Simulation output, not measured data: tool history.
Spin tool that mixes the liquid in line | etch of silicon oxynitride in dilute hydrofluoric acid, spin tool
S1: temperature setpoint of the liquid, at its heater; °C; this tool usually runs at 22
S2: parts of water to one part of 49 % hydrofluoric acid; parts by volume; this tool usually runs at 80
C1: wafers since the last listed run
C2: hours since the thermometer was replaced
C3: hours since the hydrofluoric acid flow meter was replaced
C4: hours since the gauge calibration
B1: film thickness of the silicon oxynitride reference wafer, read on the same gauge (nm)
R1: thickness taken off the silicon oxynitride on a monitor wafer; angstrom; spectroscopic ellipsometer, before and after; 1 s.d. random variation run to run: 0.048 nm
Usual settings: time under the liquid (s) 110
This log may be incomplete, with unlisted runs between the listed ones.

{"run": 1, "hour": 0.0, "S1": 22, "S2": 55, "time under the liquid (s)": 110, "C1": 0, "C2": 2145.9, "C3": 1383.2, "C4": 279.6, "B1": 80.006, "R1": 66.21}
{"run": 2, "hour": 34.1, "S1": 22, "S2": 80, "time under the liquid (s)": 110, "C1": 410, "C2": 2180, "C3": 1417.3, "C4": 313.7, "B1": 79.984, "R1": 43.76}
{"run": 3, "hour": 76.7, "S1": 22, "S2": 80, "time under the liquid (s)": 110, "C1": 512, "C2": 2222.6, "C3": 1459.9, "C4": 356.3, "B1": 80.007, "R1": 44.22}
{"run": 4, "hour": 124.7, "S1": 22, "S2": 80, "time under the liquid (s)": 110, "C1": 577, "C2": 2270.6, "C3": 1507.9, "C4": 404.3, "B1": 79.999, "R1": 44.1}
{"run": 5, "hour": 185.1, "S1": 22, "S2": 70, "time under the liquid (s)": 110, "C1": 727, "C2": 2331, "C3": 1568.3, "C4": 464.7, "B1": 80.019, "R1": 51.68}
{"run": 6, "hour": 217.4, "S1": 22, "S2": 70, "time under the liquid (s)": 110, "C1": 388, "C2": 2363.3, "C3": 1600.6, "C4": 497, "B1": 79.982, "R1": 51.35}
{"hour": 282.5, "done": "hydrofluoric acid flow meter replaced"}
{"run": 7, "hour": 313.6, "S1": 22, "S2": 70, "time under the liquid (s)": 110, "C1": 1145, "C2": 2459.5, "C3": 31.1, "C4": 593.2, "B1": 79.999, "R1": 50.58}
{"run": 8, "hour": 339.9, "S1": 22, "S2": 80, "time under the liquid (s)": 110, "C1": 316, "C2": 2485.8, "C3": 57.4, "C4": 619.5, "B1": 79.963, "R1": 44.74}
{"run": 9, "hour": 382.5, "S1": 22, "S2": 80, "time under the liquid (s)": 110, "C1": 512, "C2": 2528.4, "C3": 100, "C4": 662.1, "B1": 79.993, "R1": 43.79}
{"run": 10, "hour": 416.4, "S1": 22, "S2": 80, "time under the liquid (s)": 110, "C1": 408, "C2": 2562.3, "C3": 133.9, "C4": 696, "B1": 80.018, "R1": 44.06}
{"hour": 427.8, "done": "gauge calibrated"}
{"run": 11, "hour": 475.3, "S1": 20, "S2": 95, "time under the liquid (s)": 135, "C1": 709, "C2": 2621.2, "C3": 192.8, "C4": 47.5, "B1": 79.992, "R1": 40.69}
{"hour": 480.0, "done": "thermometer replaced"}
{"run": 12, "hour": 546.9, "S1": 26, "S2": 105, "time under the liquid (s)": 130, "C1": 849, "C2": 66.9, "C3": 264.4, "C4": 119.1, "B1": 79.997, "R1": 45.26}
{"run": 13, "hour": 594.2, "S1": 22, "S2": 80, "time under the liquid (s)": 150, "C1": 569, "C2": 114.2, "C3": 311.7, "C4": 166.4, "B1": 79.992, "R1": 56.83}
{"run": 14, "hour": 623.3, "S1": 23.5, "S2": 60, "time under the liquid (s)": 130, "C1": 350, "C2": 143.3, "C3": 340.8, "C4": 195.5, "B1": 80.017, "R1": 71.59}
{"hour": 632.5, "done": "thermometer replaced, repeated, since the last time left the tool worse"}
{"run": 15, "hour": 671.9, "S1": 22, "S2": 65, "time under the liquid (s)": 70, "C1": 572, "C2": 39.4, "C3": 389.4, "C4": 244.1, "B1": 80.025, "R1": 38.8}
{"run": 16, "hour": 734.5, "S1": 23.5, "S2": 60, "time under the liquid (s)": 130, "C1": 753, "C2": 102, "C3": 452, "C4": 306.7, "B1": 79.996, "R1": 84.37}

Hidden condition of the tool, last listed run before each entry between runs versus first listed run after:
In the gap between runs 6 and 7: hydrofluoric acid flow meter replaced (hour 282.5)
  liquid colder than its thermometer reads (K): 2.03 -> 2.1
  difference, measured minus the result without the unlogged condition, R1: -5.41 -> -5.53 angstrom
In the gap between runs 10 and 11: gauge calibrated (hour 427.8)
  liquid colder than its thermometer reads (K): 2.17 -> 2.21
  difference, measured minus the result without the unlogged condition, R1: -4.95 -> -4.7 angstrom
In the gap between runs 11 and 12: thermometer replaced (hour 480)
  liquid colder than its thermometer reads (K): 2.21 -> 3.19
  difference, measured minus the result without the unlogged condition, R1: -4.7 -> -7.31 angstrom
In the gap between runs 14 and 15: thermometer replaced, repeated, since the last time left the tool worse (hour 632.5)
  liquid colder than its thermometer reads (K): 3.25 -> 0.0628
  difference, measured minus the result without the unlogged condition, R1: -12.44 -> -0.12 angstrom

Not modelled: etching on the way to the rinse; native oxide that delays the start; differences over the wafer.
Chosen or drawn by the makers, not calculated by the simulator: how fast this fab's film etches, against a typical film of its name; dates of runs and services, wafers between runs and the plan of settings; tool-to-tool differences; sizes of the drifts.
